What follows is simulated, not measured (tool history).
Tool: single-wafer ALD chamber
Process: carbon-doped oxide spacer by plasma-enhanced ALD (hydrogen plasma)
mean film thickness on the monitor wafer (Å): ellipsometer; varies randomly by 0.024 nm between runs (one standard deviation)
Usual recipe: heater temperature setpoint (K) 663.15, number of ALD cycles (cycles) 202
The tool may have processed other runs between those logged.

run	day	heater temperature setpoint (K)	number of ALD cycles (cycles)	wafers since the last listed run	hours since the last thermocouple change	hours since the gauge calibration	read-back reference wafer on the same gauge, thickness_nm	mean film thickness on the monitor wafer (Å)
1	0.000	669.15	185	0	1110.4	727.7	9.903	87.96
2	0.704	669.15	185	18	1127.3	744.6	9.922	88.11
3	2.071	669.15	185	36	1160.1	777.4	9.908	87.96
4	2.600	663.15	230	14	1172.8	790.1	9.907	109.96
5	3.804	663.15	230	31	1201.7	819.0	9.915	109.09
6	4.358	663.15	202	14	1215.0	832.3	9.914	96.26
7	5.717	663.15	185	36	1247.6	864.9	9.913	88.27
8	6.908	663.15	185	31	1276.2	893.5	9.907	88.26
9	7.567	663.15	202	17	1292.0	909.3	9.912	96.53
10	8.858	663.15	202	34	1323.0	940.3	9.920	96.58
11	10.212	657.15	202	35	1355.5	972.8	9.906	96.78
12	11.479	657.15	202	33	1385.9	1003.2	9.902	95.73
13	12.829	657.15	202	35	1418.3	1035.6	9.921	96.19
14	13.708	654.15	202	23	1439.4	1056.7	9.908	95.74
# day 14.458: gauge calibrated
15	14.504	654.15	202	21	1458.5	1.1	9.915	96.29
16	15.088	670.15	202	15	1472.5	15.1	9.912	95.91
17	16.250	663.15	202	30	1500.4	43.0	9.903	96.48
# day 17.217: thermocouple changed; heater temperature recalibrated
18	17.421	663.15	202	22	4.9	71.1	9.915	96.23
19	18.088	663.15	202	17	20.9	87.1	9.905	96.03
20	18.700	663.15	202	16	35.6	101.8	9.918	96.20
21	19.392	663.15	202	18	52.2	118.4	9.917	96.25
22	20.350	663.15	202	25	75.2	141.4	9.906	96.24
23	20.879	648.15	187	14	87.9	154.1	9.904	88.98
24	21.754	663.15	187	23	108.9	175.1	9.905	89.12
25	24.079	658.15	233	61	164.7	230.9	9.899	111.23
26	25.004	663.15	202	24	186.9	253.1	9.905	96.35
27	26.154	658.15	177	30	214.5	280.7	9.912	84.57
28	27.425	672.15	233	33	245.0	311.2	9.915	110.89
29	28.175	663.15	202	19	263.0	329.2	9.900	96.73
30	29.262	663.15	230	28	289.1	355.3	9.916	109.71
31	30.204	663.15	202	24	311.7	377.9	9.910	96.44
32	31.421	676.15	178	32	340.9	407.1	9.915	83.44
33	32.504	651.15	192	28	366.9	433.1	9.898	91.50
34	33.708	667.15	222	31	395.8	462.0	9.912	105.92
35	34.638	678.15	202	24	418.1	484.3	9.902	94.21
36	35.938	649.15	229	34	449.3	515.5	9.907	109.15
37	36.938	663.15	225	26	473.3	539.5	9.911	107.67
38	37.446	655.15	181	13	485.5	551.7	9.911	86.53
39	38.117	663.15	171	17	501.6	567.8	9.900	81.58
40	38.908	673.15	232	21	520.6	586.8	9.909	109.71
41	40.242	659.15	176	35	552.6	618.8	9.909	84.04

Consider 3 possible next runs. They are alternatives, not a sequence: every one starts from the tool as it was left by run 41. What does each give?
A	40.271	663.15	202	0	553.3	619.5	?	?
B	40.271	650.15	228	0	553.3	619.5	?	?
C	40.271	675.15	226	0	553.3	619.5	?	?

run	read-back reference wafer on the same gauge, thickness_nm	mean film thickness on the monitor wafer (Å)
A	9.911	95.82
B	9.911	108.15
C	9.911	106.02
Stripped of hidden state, with their random variation kept, the same runs would have yielded:
run	mean film thickness on the monitor wafer (Å)
A	95.82
B	108.15
C	106.02

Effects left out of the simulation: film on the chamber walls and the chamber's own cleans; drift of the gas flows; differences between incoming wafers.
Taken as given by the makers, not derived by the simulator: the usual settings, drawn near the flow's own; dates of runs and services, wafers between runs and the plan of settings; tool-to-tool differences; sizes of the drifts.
